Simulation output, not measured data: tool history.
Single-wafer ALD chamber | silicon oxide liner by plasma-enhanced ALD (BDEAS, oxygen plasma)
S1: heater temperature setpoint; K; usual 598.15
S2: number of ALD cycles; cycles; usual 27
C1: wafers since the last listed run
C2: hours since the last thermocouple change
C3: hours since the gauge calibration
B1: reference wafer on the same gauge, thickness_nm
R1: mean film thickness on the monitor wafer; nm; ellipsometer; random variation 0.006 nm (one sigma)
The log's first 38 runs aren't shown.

| run | hour | S1 | S2 | C1 | C2 | C3 | B1 | R1 |
|---|---|---|---|---|---|---|---|---|
| 39 | 886.2 | 598.15 | 28 | 308 | 514.4 | 482.6 | 2.381 | 2.479 |
| 40 | 910.5 | 598.15 | 27 | 239 | 538.7 | 506.9 | 2.382 | 2.394 |
| 41 | 941.2 | 608.15 | 24 | 303 | 569.4 | 537.6 | 2.38 | 2.104 |
| 42 | 971.2 | 585.15 | 27 | 296 | 599.4 | 567.6 | 2.382 | 2.434 |
| 43 | 992.1 | 598.15 | 27 | 206 | 620.3 | 588.5 | 2.38 | 2.393 |
| 44 | 1012.3 | 611.15 | 30 | 199 | 640.5 | 608.7 | 2.378 | 2.619 |
| 45 | 1025.4 | 610.15 | 23 | 129 | 653.6 | 621.8 | 2.379 | 2.007 |
| 46 | 1053.7 | 610.15 | 27 | 279 | 681.9 | 650.1 | 2.381 | 2.357 |
| 47 | 1071.1 | 588.15 | 32 | 171 | 699.3 | 667.5 | 2.38 | 2.874 |
| 48 | 1084 | 604.15 | 24 | 127 | 712.2 | 680.4 | 2.38 | 2.115 |

3 ways to go on from here, each from the tool as it stands after run 48. What would each give?
| A | 1084.4 | 598.15 | 27 | 3 | 712.6 | 680.8 | ? | ? |
| B | 1084.4 | 586.15 | 30 | 3 | 712.6 | 680.8 | ? | ? |
| C | 1084.4 | 598.15 | 31 | 3 | 712.6 | 680.8 | ? | ? |

| run | B1 | R1 |
|---|---|---|
| A | 2.381 | 2.396 |
| B | 2.381 | 2.706 |
| C | 2.381 | 2.751 |
Without the tool's hidden state the same runs would have given:
| run | R1 |
|---|---|
| A | 2.396 |
| B | 2.706 |
| C | 2.751 |
